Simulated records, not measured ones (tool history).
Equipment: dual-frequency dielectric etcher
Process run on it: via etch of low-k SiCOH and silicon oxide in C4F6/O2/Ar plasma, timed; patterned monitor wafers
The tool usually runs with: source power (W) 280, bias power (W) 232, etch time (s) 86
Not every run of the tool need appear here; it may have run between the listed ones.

run     day  source power (W)  bias power (W)  etch time (s)  wafers since the last listed run  hours since the last wet clean  hours since the last source power generator calibration  hours since the last bias power generator calibration  hours since the last upper electrode change  hours since the gauge calibration  read-back reference wafer on the same gauge, depth_nm  mean etch depth across the wafer (Å)
  1       0               280             232           94.5                                 0                           206.5                                                   1394.4                                                 4073.3                                       5120.5                              262.6                                                  192.8                                  2359
  2   0.779               280             232             86                               112                           225.2                                                   1413.1                                                   4092                                       5139.2                              281.3                                                  192.8                                  2137
  3    3.75               280             232             86                               430                           296.5                                                   1484.4                                                 4163.3                                       5210.5                              352.6                                                  192.9                                  2146
  4   4.921               280             232             86                               169                           324.6                                                   1512.5                                                 4191.4                                       5238.6                              380.7                                                  193.2                                  2148
  5   6.312               280             232             86                               201                             358                                                   1545.9                                                 4224.8                                         5272                              414.1                                                    193                                  2143
  6   7.492               280             232             86                               170                           386.3                                                   1574.2                                                 4253.1                                       5300.3                              442.4                                                  192.9                                  2146
  7   8.233               280             232             86                               107                           404.1                                                     1592                                                 4270.9                                       5318.1                              460.2                                                    193                                  2151
      9.967  -- wet clean of the chamber
     10.692  -- upper electrode replaced
  8    11.8               280             208            101                               266                              44                                                   1677.6                                                 4356.5                                         26.6                              545.8                                                  192.7                                  2445
  9  12.496               300             274             86                               100                            60.7                                                   1694.3                                                 4373.2                                         43.3                              562.5                                                  192.9                                  2306
 10  13.192               280             232             86                               100                            77.4                                                     1711                                                 4389.9                                           60                              579.2                                                  193.2                                  2152
 11  13.904               280             232             86                               103                            94.5                                                   1728.1                                                   4407                                         77.1                              596.3                                                  192.9                                  2155
 12  15.188               280             232             86                               185                           125.3                                                   1758.9                                                 4437.8                                        107.9                              627.1                                                  193.1                                  2143
 13  16.225               280             232             86                               150                           150.2                                                   1783.8                                                 4462.7                                        132.8                                652                                                  193.1                                  2139
       17.1  -- bias power generator calibrated
 14  17.275               280             266             86                               127                           175.4                                                     1809                                                    4.2                                          158                              677.2                                                  193.1                                  2236
 15  17.838               280             232           94.5                                81                           188.9                                                   1822.5                                                   17.7                                        171.5                              690.7                                                    193                                  2357
     19.183  -- source power generator calibrated
 16  19.204               340             260             61                               173                           221.7                                                      0.5                                                   50.5                                        204.3                              723.5                                                  192.7                                  1705
 17  20.004               300             274             86                               115                           240.9                                                     19.7                                                   69.7                                        223.5                              742.7                                                  192.8                                  2320
 18  20.692               330             194             69                                99                           257.4                                                     36.2                                                   86.2                                          240                              759.2                                                  193.2                                  1756
     21.038  -- gauge calibrated
 19  21.575               280             278             86                               127                           278.6                                                     57.4                                                  107.4                                        261.2                               12.9                                                  192.6                                  2252
 20  22.362               320             232             70                               114                           297.5                                                     76.3                                                  126.3                                        280.1                               31.8                                                  192.9                                  1855
 21  23.171               240             286           61.5                               117                           316.9                                                     95.7                                                  145.7                                        299.5                               51.2                                                  192.9                                  1523
 22  24.496               280             232             86                               191                           348.7                                                    127.5                                                  177.5                                        331.3                                 83                                                  193.1                                  2155
 23  25.321               280             232             86                               119                           368.5                                                    147.3                                                  197.3                                        351.1                              102.8                                                    193                                  2158
 24  26.404               320             274            106                               156                           394.5                                                    173.3                                                  223.3                                        377.1                              128.8                                                  192.8                                  2922
 25  27.592               330             281             86                               172                             423                                                    201.8                                                  251.8                                        405.6                              157.3                                                  192.9                                  2432
 26  29.004               350             266             86                               204                           456.9                                                    235.7                                                  285.7                                        439.5                              191.2                                                  193.3                                  2444

For run 27, what comes out?
 27  29.917               280             232             86                               132                           478.8                                                    257.6                                                  307.6                                        461.4                              213.1                                                      ?                                     ?

read-back reference wafer on the same gauge, depth_nm: 193
mean etch depth across the wafer (Å): 2156
Were there no unlogged condition in the tool, this run, its random variation unchanged, would have produced mean etch depth across the wafer (Å) 2156.

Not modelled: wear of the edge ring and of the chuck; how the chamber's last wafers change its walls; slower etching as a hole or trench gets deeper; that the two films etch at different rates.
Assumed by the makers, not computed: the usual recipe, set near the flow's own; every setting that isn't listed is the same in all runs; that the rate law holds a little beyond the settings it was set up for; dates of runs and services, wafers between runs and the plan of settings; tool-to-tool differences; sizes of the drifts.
